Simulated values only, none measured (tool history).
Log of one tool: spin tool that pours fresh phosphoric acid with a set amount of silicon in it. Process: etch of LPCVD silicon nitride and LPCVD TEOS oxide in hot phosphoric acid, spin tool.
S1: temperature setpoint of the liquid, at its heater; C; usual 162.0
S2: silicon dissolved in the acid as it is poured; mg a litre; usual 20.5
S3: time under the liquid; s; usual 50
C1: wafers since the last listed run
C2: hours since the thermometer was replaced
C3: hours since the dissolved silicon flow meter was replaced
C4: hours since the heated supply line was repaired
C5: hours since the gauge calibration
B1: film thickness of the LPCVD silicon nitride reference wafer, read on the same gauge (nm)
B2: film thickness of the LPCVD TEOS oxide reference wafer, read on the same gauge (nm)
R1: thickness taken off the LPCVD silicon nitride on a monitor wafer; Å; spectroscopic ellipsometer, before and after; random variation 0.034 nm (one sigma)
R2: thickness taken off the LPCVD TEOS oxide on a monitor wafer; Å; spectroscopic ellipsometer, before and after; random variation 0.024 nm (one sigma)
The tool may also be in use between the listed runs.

| run | hour | S1 | S2 | S3 | C1 | C2 | C3 | C4 | C5 | B1 | B2 | R1 | R2 |
|---|---|---|---|---|---|---|---|---|---|---|---|---|---|
| 1 | 0.0 | 162.0 | 20.5 | 70 | 0 | 1470.9 | 1034.3 | 1025.1 | 901.5 | 119.96 | 89.974 | 73.8 | 3.35 |
| 2 | 104.3 | 162.0 | 20.5 | 50 | 988 | 1575.2 | 1138.6 | 1129.4 | 1005.8 | 119.97 | 89.993 | 52.7 | 2.65 |
| 3 | 161.8 | 162.0 | 29.0 | 50 | 544 | 1632.7 | 1196.1 | 1186.9 | 1063.3 | 119.97 | 89.992 | 52.0 | 2.06 |
| 4 | 266.7 | 162.0 | 29.0 | 50 | 994 | 1737.6 | 1301.0 | 1291.8 | 1168.2 | 119.99 | 90.005 | 52.2 | 1.48 |
| 5 | 305.2 | 162.0 | 20.5 | 50 | 364 | 1776.1 | 1339.5 | 1330.3 | 1206.7 | 119.99 | 90.005 | 52.7 | 2.62 |
| 6 | 343.2 | 162.0 | 20.5 | 50 | 360 | 1814.1 | 1377.5 | 1368.3 | 1244.7 | 120.04 | 90.030 | 52.5 | 2.76 |
| 7 | 398.8 | 162.0 | 20.5 | 50 | 526 | 1869.7 | 1433.1 | 1423.9 | 1300.3 | 120.02 | 90.034 | 52.7 | 2.40 |
|  | 430.8 | gauge calibrated |
|  | 463.5 | heated supply line repaired |
| 8 | 505.7 | 162.0 | 10.5 | 50 | 1003 | 1976.6 | 1540.0 | 42.2 | 74.9 | 120.03 | 89.996 | 52.0 | 3.25 |
|  | 722.3 | thermometer replaced |
| 9 | 789.3 | 160.5 | 20.5 | 75 | 2678 | 67.0 | 1823.6 | 325.8 | 358.5 | 120.02 | 89.977 | 76.0 | 3.65 |
| 10 | 873.6 | 159.5 | 9.0 | 80 | 798 | 151.3 | 1907.9 | 410.1 | 442.8 | 120.01 | 89.986 | 76.4 | 4.86 |
| 11 | 962.6 | 159.0 | 25.0 | 50 | 843 | 240.3 | 1996.9 | 499.1 | 531.8 | 119.97 | 89.995 | 47.6 | 1.97 |
| 12 | 1020.6 | 162.0 | 29.0 | 50 | 549 | 298.3 | 2054.9 | 557.1 | 589.8 | 119.99 | 90.011 | 52.0 | 1.67 |
|  | 1043.3 | dissolved silicon flow meter replaced |
| 13 | 1079.1 | 162.0 | 20.5 | 65 | 544 | 356.8 | 35.8 | 615.6 | 648.3 | 119.94 | 90.012 | 68.5 | 3.08 |
| 14 | 1182.3 | 162.0 | 20.5 | 50 | 978 | 460.0 | 139.0 | 718.8 | 751.5 | 120.04 | 89.980 | 53.2 | 2.69 |
| 15 | 1287.7 | 163.0 | 29.5 | 65 | 998 | 565.4 | 244.4 | 824.2 | 856.9 | 120.00 | 89.987 | 71.1 | 2.82 |
| 16 | 1374.5 | 160.0 | 10.5 | 70 | 822 | 652.2 | 331.2 | 911.0 | 943.7 | 120.00 | 90.003 | 68.6 | 3.54 |

What the log doesn't show, run by run:
liquid colder than its thermometer reads (K): 0 in every run
dissolved silicon flow above the setpoint (%): 0 in every run
temperature lost on the way to the wafer (K): 0 in every run
gauge reads high (%): 0 in every run
